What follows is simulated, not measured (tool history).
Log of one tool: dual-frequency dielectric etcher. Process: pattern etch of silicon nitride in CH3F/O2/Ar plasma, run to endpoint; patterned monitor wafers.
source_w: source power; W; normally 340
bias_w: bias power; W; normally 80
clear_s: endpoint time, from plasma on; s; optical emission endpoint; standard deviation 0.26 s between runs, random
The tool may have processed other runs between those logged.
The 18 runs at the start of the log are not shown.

run,day,source_w,bias_w,wafers since the last listed run,hours since the last wet clean,hours since the last source power generator calibration,hours since the last bias power generator calibration,hours since the last upper electrode change,"incoming incoming film thickness, nm",clear_s
19,43.521,340,64,368,439.1,3955.5,1664,66.4,39.36,56
20,46.167,280,96,623,502.6,4019,1727.5,129.9,39.09,55
# day 48.408: wet clean of the chamber
21,48.429,400,80,297,0.5,4073.3,1781.8,184.2,39.61,53.1
# day 49.217: bias power generator calibrated
# day 49.896: source power generator calibrated
22,50.292,380,94,360,45.2,9.5,25.8,228.9,39.1,51.6
23,52.758,290,86,580,104.4,68.7,85,288.1,38.62,56.9
24,55.412,380,89,625,168.1,132.4,148.7,351.8,39.62,52.3
25,57.321,340,80,449,213.9,178.2,194.5,397.6,38.9,54.6
26,58.717,370,88,328,247.4,211.7,228,431.1,39.61,52.6
27,59.767,370,67,247,272.6,236.9,253.2,456.3,38.88,54.2
28,62.725,270,94,696,343.6,307.9,324.2,527.3,39.56,57.9
29,64.475,300,80,412,385.6,349.9,366.2,569.3,39.13,56.6
30,66.196,340,80,405,426.9,391.2,407.5,610.6,38.78,53.3
31,68.054,280,73,437,471.5,435.8,452.1,655.2,38.57,57.5
32,69.871,340,80,427,515.1,479.4,495.7,698.8,39.2,53.5
# day 70.967: wet clean of the chamber
33,71.4,340,88,124,10.4,516.1,532.4,735.5,39,54.9
34,72.692,260,68,304,41.4,547.1,563.4,766.5,39.06,62.2
35,73.946,340,80,295,71.5,577.2,593.5,796.6,39.32,55.5
36,76.8,320,95,672,140,645.7,662,865.1,39.1,54.2

Consider 3 possible next runs. They are alternatives, not a sequence: every one starts from the tool as it was left by run 36. What does each give?
A,76.817,340,80,3,140.4,646.1,662.4,865.5,38.99,?
B,76.817,310,60,3,140.4,646.1,662.4,865.5,38.99,?
C,76.817,260,64,3,140.4,646.1,662.4,865.5,38.99,?

run,clear_s
A,54.7
B,59.3
C,62.6
Without the tool's hidden state the same runs would have given:
run,clear_s
A,55.7
B,60.5
C,63.8
